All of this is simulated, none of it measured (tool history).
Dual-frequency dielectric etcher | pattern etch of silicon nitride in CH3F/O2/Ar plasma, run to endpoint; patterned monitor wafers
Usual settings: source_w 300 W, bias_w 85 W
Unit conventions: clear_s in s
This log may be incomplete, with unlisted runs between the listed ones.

run	day	source_w	bias_w	wafers since the last listed run	hours since the last wet clean	hours since the last source power generator calibration	hours since the last bias power generator calibration	hours since the last upper electrode change	incoming incoming film thickness, nm	clear_s
1	0.000	240	85	0	434.9	2706.7	3820.9	2362.8	19.55	32.7
2	0.588	240	85	233	449.0	2720.8	3835.0	2376.9	19.56	32.7
3	1.671	240	85	430	475.0	2746.8	3861.0	2402.9	19.65	32.9
4	2.946	240	69	507	505.6	2777.4	3891.6	2433.5	19.88	37.1
5	3.612	360	85	265	521.6	2793.4	3907.6	2449.5	19.64	27.6
6	4.329	360	85	285	538.8	2810.6	3924.8	2466.7	19.93	28.0
7	5.179	340	69	338	559.2	2831.0	3945.2	2487.1	19.87	32.0
# day 6.783: bias power generator calibrated
# day 6.929: wet clean of the chamber
8	6.950	340	69	580	0.5	2873.5	4.0	2529.6	19.73	32.4
9	6.967	340	85	6	0.9	2873.9	4.4	2530.0	19.68	28.9

Run 10 has not been measured yet. What should we expect?
# day 8.612: upper electrode replaced
10	8.633	240	85	265	40.9	2913.9	44.4	0.5	19.63	?

{"run 10": {"clear_s": 33.3}}
With no hidden state in the tool, this same run would have given clear_s 33.7 s.
